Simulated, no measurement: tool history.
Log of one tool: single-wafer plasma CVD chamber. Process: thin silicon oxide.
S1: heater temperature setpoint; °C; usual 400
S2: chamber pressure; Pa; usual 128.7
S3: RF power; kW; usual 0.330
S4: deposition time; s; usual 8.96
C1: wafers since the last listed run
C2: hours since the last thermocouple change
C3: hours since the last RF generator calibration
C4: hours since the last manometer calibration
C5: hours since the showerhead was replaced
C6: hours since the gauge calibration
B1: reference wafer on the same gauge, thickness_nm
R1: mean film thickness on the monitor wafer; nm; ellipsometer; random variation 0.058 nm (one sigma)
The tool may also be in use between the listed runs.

{"run": 1, "hour": 0.0, "S1": 389, "S2": 128.7, "S3": 0.33, "S4": 8.96, "C1": 0, "C2": 1251.7, "C3": 943.1, "C4": 1392.2, "C5": 3829.7, "C6": 334.5, "B1": 16.594, "R1": 18.866}
{"run": 2, "hour": 15.2, "S1": 389, "S2": 128.7, "S3": 0.33, "S4": 8.96, "C1": 245, "C2": 1266.9, "C3": 958.3, "C4": 1407.4, "C5": 3844.9, "C6": 349.7, "B1": 16.567, "R1": 18.802}
{"run": 3, "hour": 31.7, "S1": 389, "S2": 128.7, "S3": 0.33, "S4": 8.96, "C1": 266, "C2": 1283.4, "C3": 974.8, "C4": 1423.9, "C5": 3861.4, "C6": 366.2, "B1": 16.561, "R1": 18.817}
{"run": 4, "hour": 101.9, "S1": 400, "S2": 128.7, "S3": 0.3, "S4": 8.96, "C1": 1132, "C2": 1353.6, "C3": 1045.0, "C4": 1494.1, "C5": 3931.6, "C6": 436.4, "B1": 16.516, "R1": 17.98}
{"run": 5, "hour": 134.3, "S1": 400, "S2": 128.7, "S3": 0.3, "S4": 8.96, "C1": 522, "C2": 1386.0, "C3": 1077.4, "C4": 1526.5, "C5": 3964.0, "C6": 468.8, "B1": 16.535, "R1": 18.004}
{"run": 6, "hour": 154.6, "S1": 400, "S2": 128.7, "S3": 0.3, "S4": 8.96, "C1": 327, "C2": 1406.3, "C3": 1097.7, "C4": 1546.8, "C5": 3984.3, "C6": 489.1, "B1": 16.524, "R1": 17.967}
{"run": 7, "hour": 175.2, "S1": 400, "S2": 128.7, "S3": 0.33, "S4": 8.96, "C1": 332, "C2": 1426.9, "C3": 1118.3, "C4": 1567.4, "C5": 4004.9, "C6": 509.7, "B1": 16.516, "R1": 18.55}
{"run": 8, "hour": 205.6, "S1": 400, "S2": 128.7, "S3": 0.33, "S4": 8.96, "C1": 490, "C2": 1457.3, "C3": 1148.7, "C4": 1597.8, "C5": 4035.3, "C6": 540.1, "B1": 16.504, "R1": 18.604}
{"hour": 300.2, "done": "RF generator calibrated"}
{"run": 9, "hour": 300.7, "S1": 400, "S2": 128.7, "S3": 0.33, "S4": 8.96, "C1": 1405, "C2": 1552.4, "C3": 0.5, "C4": 1692.9, "C5": 4130.4, "C6": 635.2, "B1": 16.5, "R1": 18.581}
{"hour": 316.4, "done": "capacitance manometer re-zeroed and calibrated"}
{"run": 10, "hour": 330.8, "S1": 400, "S2": 128.7, "S3": 0.285, "S4": 8.96, "C1": 356, "C2": 1582.5, "C3": 30.6, "C4": 14.4, "C5": 4160.5, "C6": 665.3, "B1": 16.476, "R1": 17.634}
{"hour": 361.4, "done": "showerhead replaced"}
{"run": 11, "hour": 361.9, "S1": 400, "S2": 128.7, "S3": 0.285, "S4": 8.96, "C1": 372, "C2": 1613.6, "C3": 61.7, "C4": 45.5, "C5": 0.5, "C6": 696.4, "B1": 16.487, "R1": 17.628}
{"run": 12, "hour": 370.4, "S1": 400, "S2": 128.7, "S3": 0.29, "S4": 8.96, "C1": 137, "C2": 1622.1, "C3": 70.2, "C4": 54.0, "C5": 9.0, "C6": 704.9, "B1": 16.464, "R1": 17.746}
{"run": 13, "hour": 382.6, "S1": 412, "S2": 156.3, "S3": 0.33, "S4": 8.16, "C1": 196, "C2": 1634.3, "C3": 82.4, "C4": 66.2, "C5": 21.2, "C6": 717.1, "B1": 16.479, "R1": 19.0}
{"run": 14, "hour": 414.0, "S1": 400, "S2": 128.7, "S3": 0.33, "S4": 8.96, "C1": 506, "C2": 1665.7, "C3": 113.8, "C4": 97.6, "C5": 52.6, "C6": 748.5, "B1": 16.486, "R1": 18.52}
{"hour": 418.2, "done": "gauge calibrated"}
{"run": 15, "hour": 426.3, "S1": 389, "S2": 128.7, "S3": 0.33, "S4": 8.96, "C1": 198, "C2": 1678.0, "C3": 126.1, "C4": 109.9, "C5": 64.9, "C6": 8.1, "B1": 16.933, "R1": 19.136}
{"run": 16, "hour": 458.7, "S1": 400, "S2": 128.7, "S3": 0.33, "S4": 10.1, "C1": 522, "C2": 1710.4, "C3": 158.5, "C4": 142.3, "C5": 97.3, "C6": 40.5, "B1": 16.877, "R1": 21.514}
{"run": 17, "hour": 477.5, "S1": 407, "S2": 128.7, "S3": 0.33, "S4": 8.96, "C1": 303, "C2": 1729.2, "C3": 177.3, "C4": 161.1, "C5": 116.1, "C6": 59.3, "B1": 16.835, "R1": 18.962}
{"hour": 500.9, "done": "thermocouple changed; heater temperature recalibrated"}
{"run": 18, "hour": 513.4, "S1": 400, "S2": 158.8, "S3": 0.33, "S4": 8.96, "C1": 450, "C2": 12.5, "C3": 213.2, "C4": 197.0, "C5": 152.0, "C6": 95.2, "B1": 16.781, "R1": 21.678}
{"run": 19, "hour": 529.0, "S1": 413, "S2": 119.5, "S3": 0.33, "S4": 8.96, "C1": 251, "C2": 28.1, "C3": 228.8, "C4": 212.6, "C5": 167.6, "C6": 110.8, "B1": 16.747, "R1": 17.683}
{"run": 20, "hour": 546.7, "S1": 413, "S2": 128.7, "S3": 0.33, "S4": 7.91, "C1": 285, "C2": 45.8, "C3": 246.5, "C4": 230.3, "C5": 185.3, "C6": 128.5, "B1": 16.737, "R1": 16.53}
{"run": 21, "hour": 566.4, "S1": 400, "S2": 128.7, "S3": 0.375, "S4": 8.96, "C1": 317, "C2": 65.5, "C3": 266.2, "C4": 250.0, "C5": 205.0, "C6": 148.2, "B1": 16.709, "R1": 19.661}
{"run": 22, "hour": 585.5, "S1": 409, "S2": 143.3, "S3": 0.33, "S4": 8.96, "C1": 308, "C2": 84.6, "C3": 285.3, "C4": 269.1, "C5": 224.1, "C6": 167.3, "B1": 16.701, "R1": 20.08}
{"run": 23, "hour": 621.1, "S1": 400, "S2": 128.7, "S3": 0.33, "S4": 8.96, "C1": 574, "C2": 120.2, "C3": 320.9, "C4": 304.7, "C5": 259.7, "C6": 202.9, "B1": 16.672, "R1": 18.728}
{"run": 24, "hour": 642.4, "S1": 400, "S2": 128.7, "S3": 0.31, "S4": 9.96, "C1": 343, "C2": 141.5, "C3": 342.2, "C4": 326.0, "C5": 281.0, "C6": 224.2, "B1": 16.616, "R1": 20.365}

The same runs without the tool's hidden state, with the same run-to-run variation:
The hidden state here: wafer temperature above the value expected at the setpoint (K); delivered RF power above the setpoint (%); true pressure above the setpoint (%); gauge reads high (%).
run=1 R1=19.344
run=2 R1=19.287
run=3 R1=19.312
run=4 R1=18.484
run=5 R1=18.521
run=6 R1=18.490
run=7 R1=19.096
run=8 R1=19.160
run=9 R1=19.157
run=10 R1=18.186
run=11 R1=18.183
run=12 R1=18.307
run=13 R1=19.602
run=14 R1=19.110
run=15 R1=19.211
run=16 R1=21.680
run=17 R1=19.145
run=18 R1=21.960
run=19 R1=17.936
run=20 R1=16.790
run=21 R1=19.999
run=22 R1=20.451
run=23 R1=19.114
run=24 R1=20.809
